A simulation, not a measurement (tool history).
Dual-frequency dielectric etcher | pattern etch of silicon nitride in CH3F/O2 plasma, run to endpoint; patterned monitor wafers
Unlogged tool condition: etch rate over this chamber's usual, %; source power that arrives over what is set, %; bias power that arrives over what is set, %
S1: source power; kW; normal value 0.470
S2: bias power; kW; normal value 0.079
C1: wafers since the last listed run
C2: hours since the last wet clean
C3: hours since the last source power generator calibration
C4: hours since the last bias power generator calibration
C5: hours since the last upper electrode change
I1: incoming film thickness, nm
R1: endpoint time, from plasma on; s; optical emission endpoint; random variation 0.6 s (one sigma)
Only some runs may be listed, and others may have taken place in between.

run 1 hour=0.0 | S1=0.470 S2=0.088 | C1=0 C2=113.6 C3=4810.5 C4=3286.9 C5=2224.3 | I1=67.8 | R1=70.3
run 2 hour=23.3 | S1=0.540 S2=0.079 | C1=148 C2=136.9 C3=4833.8 C4=3310.2 C5=2247.6 | I1=67.7 | R1=70.5
run 3 hour=40.5 | S1=0.470 S2=0.095 | C1=109 C2=154.1 C3=4851.0 C4=3327.4 C5=2264.8 | I1=68.4 | R1=70.1
-- hour=70.6 upper electrode replaced
run 4 hour=71.1 | S1=0.470 S2=0.095 | C1=41 C2=184.7 C3=4881.6 C4=3358.0 C5=0.5 | I1=68.4 | R1=71.4
run 5 hour=93.8 | S1=0.470 S2=0.095 | C1=144 C2=207.4 C3=4904.3 C4=3380.7 C5=23.2 | I1=67.5 | R1=70.0
-- hour=105.2 source power generator calibrated
run 6 hour=109.4 | S1=0.470 S2=0.079 | C1=73 C2=223.0 C3=4.2 C4=3396.3 C5=38.8 | I1=67.8 | R1=73.1
run 7 hour=136.3 | S1=0.470 S2=0.079 | C1=171 C2=249.9 C3=31.1 C4=3423.2 C5=65.7 | I1=68.3 | R1=74.8
run 8 hour=169.6 | S1=0.470 S2=0.079 | C1=211 C2=283.2 C3=64.4 C4=3456.5 C5=99.0 | I1=68.4 | R1=74.9
run 9 hour=182.2 | S1=0.470 S2=0.079 | C1=80 C2=295.8 C3=77.0 C4=3469.1 C5=111.6 | I1=67.6 | R1=74.4
run 10 hour=209.9 | S1=0.470 S2=0.091 | C1=176 C2=323.5 C3=104.7 C4=3496.8 C5=139.3 | I1=67.7 | R1=72.0
run 11 hour=227.1 | S1=0.470 S2=0.091 | C1=109 C2=340.7 C3=121.9 C4=3514.0 C5=156.5 | I1=67.8 | R1=72.6
-- hour=261.3 wet clean of the chamber
run 12 hour=261.8 | S1=0.470 S2=0.091 | C1=68 C2=0.5 C3=156.6 C4=3548.7 C5=191.2 | I1=68.2 | R1=69.3
run 13 hour=262.2 | S1=0.470 S2=0.079 | C1=2 C2=0.9 C3=157.0 C4=3549.1 C5=191.6 | I1=68.3 | R1=73.2
run 14 hour=279.1 | S1=0.470 S2=0.087 | C1=107 C2=17.8 C3=173.9 C4=3566.0 C5=208.5 | I1=68.3 | R1=71.1
run 15 hour=292.7 | S1=0.530 S2=0.061 | C1=86 C2=31.4 C3=187.5 C4=3579.6 C5=222.1 | I1=68.6 | R1=74.4
run 16 hour=313.1 | S1=0.470 S2=0.095 | C1=129 C2=51.8 C3=207.9 C4=3600.0 C5=242.5 | I1=68.1 | R1=69.0
run 17 hour=336.2 | S1=0.470 S2=0.079 | C1=146 C2=74.9 C3=231.0 C4=3623.1 C5=265.6 | I1=68.5 | R1=72.8
run 18 hour=357.9 | S1=0.470 S2=0.079 | C1=137 C2=96.6 C3=252.7 C4=3644.8 C5=287.3 | I1=68.4 | R1=73.7
run 19 hour=379.2 | S1=0.390 S2=0.079 | C1=135 C2=117.9 C3=274.0 C4=3666.1 C5=308.6 | I1=68.7 | R1=77.9
run 20 hour=399.4 | S1=0.470 S2=0.079 | C1=128 C2=138.1 C3=294.2 C4=3686.3 C5=328.8 | I1=68.0 | R1=73.2
run 21 hour=413.9 | S1=0.420 S2=0.079 | C1=92 C2=152.6 C3=308.7 C4=3700.8 C5=343.3 | I1=68.2 | R1=77.2
run 22 hour=446.1 | S1=0.470 S2=0.079 | C1=204 C2=184.8 C3=340.9 C4=3733.0 C5=375.5 | I1=68.0 | R1=73.3
run 23 hour=461.8 | S1=0.470 S2=0.079 | C1=99 C2=200.5 C3=356.6 C4=3748.7 C5=391.2 | I1=67.8 | R1=72.8
run 24 hour=489.8 | S1=0.380 S2=0.090 | C1=178 C2=228.5 C3=384.6 C4=3776.7 C5=419.2 | I1=68.1 | R1=76.1
-- hour=506.7 bias power generator calibrated
run 25 hour=524.0 | S1=0.470 S2=0.079 | C1=192 C2=262.7 C3=418.8 C4=17.3 C5=453.4 | I1=68.4 | R1=74.9
run 26 hour=558.9 | S1=0.410 S2=0.066 | C1=221 C2=297.6 C3=453.7 C4=52.2 C5=488.3 | I1=68.1 | R1=81.8
run 27 hour=576.1 | S1=0.520 S2=0.062 | C1=109 C2=314.8 C3=470.9 C4=69.4 C5=505.5 | I1=68.3 | R1=77.5
run 28 hour=588.8 | S1=0.350 S2=0.079 | C1=80 C2=327.5 C3=483.6 C4=82.1 C5=518.2 | I1=68.0 | R1=82.1
-- hour=622.3 wet clean of the chamber
run 29 hour=622.8 | S1=0.470 S2=0.079 | C1=63 C2=0.5 C3=517.6 C4=116.1 C5=552.2 | I1=68.3 | R1=72.7
run 30 hour=635.3 | S1=0.410 S2=0.091 | C1=79 C2=13.0 C3=530.1 C4=128.6 C5=564.7 | I1=68.4 | R1=74.6
run 31 hour=660.3 | S1=0.580 S2=0.066 | C1=158 C2=38.0 C3=555.1 C4=153.6 C5=589.7 | I1=67.8 | R1=71.3
run 32 hour=691.7 | S1=0.570 S2=0.086 | C1=199 C2=69.4 C3=586.5 C4=185.0 C5=621.1 | I1=68.2 | R1=67.8
run 33 hour=717.8 | S1=0.370 S2=0.090 | C1=165 C2=95.5 C3=612.6 C4=211.1 C5=647.2 | I1=68.1 | R1=77.5
run 34 hour=747.4 | S1=0.400 S2=0.085 | C1=188 C2=125.1 C3=642.2 C4=240.7 C5=676.8 | I1=67.9 | R1=75.8
run 35 hour=759.4 | S1=0.390 S2=0.066 | C1=76 C2=137.1 C3=654.2 C4=252.7 C5=688.8 | I1=67.0 | R1=81.6
run 36 hour=793.4 | S1=0.470 S2=0.079 | C1=216 C2=171.1 C3=688.2 C4=286.7 C5=722.8 | I1=68.0 | R1=74.2

How the hidden state differs across the entries between the runs, from the last listed run before each to the first after it:
From run 3 to run 4: upper electrode replaced (hour 70.6)
  etch rate over this chamber's usual, %: -1.64 -> -1.92
  the result without the hidden state subtracted from the measured one, R1: +1.2 -> +1.4 s
From run 5 to run 6: source power generator calibrated (hour 105.2)
  etch rate over this chamber's usual, %: -2.13 -> -2.27
  the result without the hidden state subtracted from the measured one, R1: +1.5 -> +1.6 s
From run 11 to run 12: wet clean of the chamber (hour 261.3)
  etch rate over this chamber's usual, %: -3.36 -> 0.607
  the result without the hidden state subtracted from the measured one, R1: +2.5 -> -0.4 s
From run 24 to run 25: bias power generator calibrated (hour 506.7)
  etch rate over this chamber's usual, %: -1.51 -> -1.82
  the result without the hidden state subtracted from the measured one, R1: +1.2 -> +1.3 s
From run 28 to run 29: wet clean of the chamber (hour 622.3)
  etch rate over this chamber's usual, %: -2.42 -> -0.296
  the result without the hidden state subtracted from the measured one, R1: +2.0 -> +0.3 s
